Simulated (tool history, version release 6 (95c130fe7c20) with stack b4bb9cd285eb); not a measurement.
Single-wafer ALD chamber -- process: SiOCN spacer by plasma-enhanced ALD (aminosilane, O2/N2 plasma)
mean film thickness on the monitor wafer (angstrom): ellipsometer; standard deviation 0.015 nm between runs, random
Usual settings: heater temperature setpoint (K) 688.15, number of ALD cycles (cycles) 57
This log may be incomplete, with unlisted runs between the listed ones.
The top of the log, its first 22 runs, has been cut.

| run | hour | heater temperature setpoint (K) | number of ALD cycles (cycles) | read-back reference wafer on the same gauge, thickness_nm | mean film thickness on the monitor wafer (angstrom) |
|---|---|---|---|---|---|
| 23 | 634 | 683.15 | 52 | 3.982 | 30.57 |
| 24 | 662.8 | 688.15 | 57 | 3.981 | 33.03 |
| 25 | 745.3 | 697.15 | 57 | 3.984 | 31.62 |
| 26 | 757.5 | 675.15 | 57 | 3.976 | 34.65 |
|  | 814.8 | thermocouple changed; heater temperature recalibrated |
| 27 | 815.3 | 674.15 | 57 | 3.986 | 35.08 |
| 28 | 827.6 | 688.15 | 50 | 3.982 | 29.59 |
| 29 | 850.1 | 688.15 | 50 | 3.981 | 29.41 |
| 30 | 864.4 | 688.15 | 57 | 3.982 | 33.05 |
| 31 | 892.7 | 688.15 | 57 | 3.979 | 33.3 |
| 32 | 927 | 693.15 | 68 | 3.98 | 38.96 |
| 33 | 951 | 688.15 | 48 | 3.979 | 28.02 |
| 34 | 973.1 | 683.15 | 65 | 3.979 | 38.81 |
| 35 | 998.1 | 698.15 | 65 | 3.983 | 36.8 |
| 36 | 1026.5 | 698.15 | 64 | 3.982 | 35.98 |
| 37 | 1052 | 688.15 | 63 | 3.982 | 36.76 |
|  | 1054.6 | gauge calibrated |
| 38 | 1152.2 | 688.15 | 66 | 3.981 | 38.61 |
| 39 | 1174.6 | 700.15 | 64 | 3.982 | 35.9 |
| 40 | 1210.3 | 677.15 | 66 | 3.978 | 39.79 |
| 41 | 1236.2 | 697.15 | 57 | 3.978 | 32.25 |
| 42 | 1262.6 | 684.15 | 57 | 3.98 | 33.57 |
| 43 | 1284.4 | 699.15 | 53 | 3.981 | 29.5 |
| 44 | 1303.6 | 688.15 | 57 | 3.98 | 33.13 |
| 45 | 1326.6 | 688.15 | 57 | 3.977 | 33.04 |
| 46 | 1340.5 | 677.15 | 50 | 3.982 | 30.15 |
| 47 | 1366.1 | 680.15 | 65 | 3.978 | 38.73 |

Below are 4 alternative next runs, each starting from the tool's condition after run 47. Predict each:
| A | 1366.6 | 688.15 | 57 | ? | ? |
| B | 1366.6 | 674.15 | 47 | ? | ? |
| C | 1366.6 | 682.15 | 68 | ? | ? |
| D | 1366.6 | 683.15 | 57 | ? | ? |

| run | read-back reference wafer on the same gauge, thickness_nm | mean film thickness on the monitor wafer (angstrom) |
|---|---|---|
| A | 3.98 | 32.74 |
| B | 3.98 | 28.36 |
| C | 3.98 | 39.91 |
| D | 3.98 | 33.33 |
Without the tool's unlogged condition, the same runs would have read:
| run | mean film thickness on the monitor wafer (angstrom) |
|---|---|
| A | 33.14 |
| B | 28.62 |
| C | 40.39 |
| D | 33.74 |
